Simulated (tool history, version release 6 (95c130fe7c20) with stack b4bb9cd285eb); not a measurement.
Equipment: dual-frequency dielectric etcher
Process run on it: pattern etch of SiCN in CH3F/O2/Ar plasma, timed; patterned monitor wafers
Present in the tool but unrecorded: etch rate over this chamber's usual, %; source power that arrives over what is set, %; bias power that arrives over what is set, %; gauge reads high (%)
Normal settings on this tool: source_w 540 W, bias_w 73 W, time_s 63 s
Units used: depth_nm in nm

| run | hour | source_w | bias_w | time_s | wafers since the last listed run | hours since the last wet clean | hours since the last source power generator calibration | hours since the last bias power generator calibration | hours since the last upper electrode change | hours since the gauge calibration | read-back reference wafer on the same gauge, depth_nm | depth_nm |
|---|---|---|---|---|---|---|---|---|---|---|---|---|
| 1 | 0 | 540 | 73 | 69 | 0 | 265.5 | 2393.2 | 1734.9 | 1424.7 | 263.3 | 25.21 | 29.32 |
| 2 | 57.8 | 540 | 73 | 69 | 594 | 323.3 | 2451 | 1792.7 | 1482.5 | 321.1 | 25.22 | 29.41 |
|  | 89.1 | wet clean of the chamber |
| 3 | 89.6 | 540 | 73 | 63 | 80 | 0.5 | 2482.8 | 1824.5 | 1514.3 | 352.9 | 25.18 | 27.51 |
| 4 | 114.8 | 540 | 73 | 63 | 259 | 25.7 | 2508 | 1849.7 | 1539.5 | 378.1 | 25.21 | 27.52 |
| 5 | 177.2 | 540 | 73 | 63 | 641 | 88.1 | 2570.4 | 1912.1 | 1601.9 | 440.5 | 25.2 | 27.41 |
| 6 | 240.2 | 540 | 73 | 63 | 647 | 151.1 | 2633.4 | 1975.1 | 1664.9 | 503.5 | 25.2 | 27.25 |
|  | 269 | gauge calibrated |
| 7 | 309.8 | 540 | 73 | 63 | 715 | 220.7 | 2703 | 2044.7 | 1734.5 | 40.8 | 25.21 | 27.12 |
|  | 341.3 | bias power generator calibrated |
|  | 383.9 | upper electrode replaced |
| 8 | 384.4 | 540 | 73 | 63 | 479 | 295.3 | 2777.6 | 43.1 | 0.5 | 115.4 | 25.19 | 27.02 |
| 9 | 428 | 420 | 73 | 54 | 448 | 338.9 | 2821.2 | 86.7 | 44.1 | 159 | 25.19 | 20.91 |
|  | 482.9 | wet clean of the chamber |
|  | 529.6 | source power generator calibrated |
| 10 | 530.1 | 540 | 73 | 63 | 762 | 47.2 | 0.5 | 188.8 | 146.2 | 261.1 | 25.19 | 27.3 |
| 11 | 576.1 | 540 | 65 | 63 | 473 | 93.2 | 46.5 | 234.8 | 192.2 | 307.1 | 25.2 | 25.54 |
| 12 | 614.4 | 630 | 61 | 55 | 393 | 131.5 | 84.8 | 273.1 | 230.5 | 345.4 | 25.21 | 22.74 |
| 13 | 651.7 | 440 | 85 | 54.5 | 383 | 168.8 | 122.1 | 310.4 | 267.8 | 382.7 | 25.21 | 23.54 |
| 14 | 714.3 | 540 | 73 | 74.5 | 643 | 231.4 | 184.7 | 373 | 330.4 | 445.3 | 25.19 | 31.85 |
| 15 | 742.3 | 670 | 85 | 46.5 | 287 | 259.4 | 212.7 | 401 | 358.4 | 473.3 | 25.19 | 23.33 |

Run 16 has not been measured yet. What should we expect?
| 16 | 791.3 | 540 | 73 | 74.5 | 503 | 308.4 | 261.7 | 450 | 407.4 | 522.3 | ? | ? |

{"run 16": {"read-back reference wafer on the same gauge, depth_nm": 25.2, "depth_nm": 31.77}}
With no hidden state in the tool, this same run would have given depth_nm 32.47 nm.
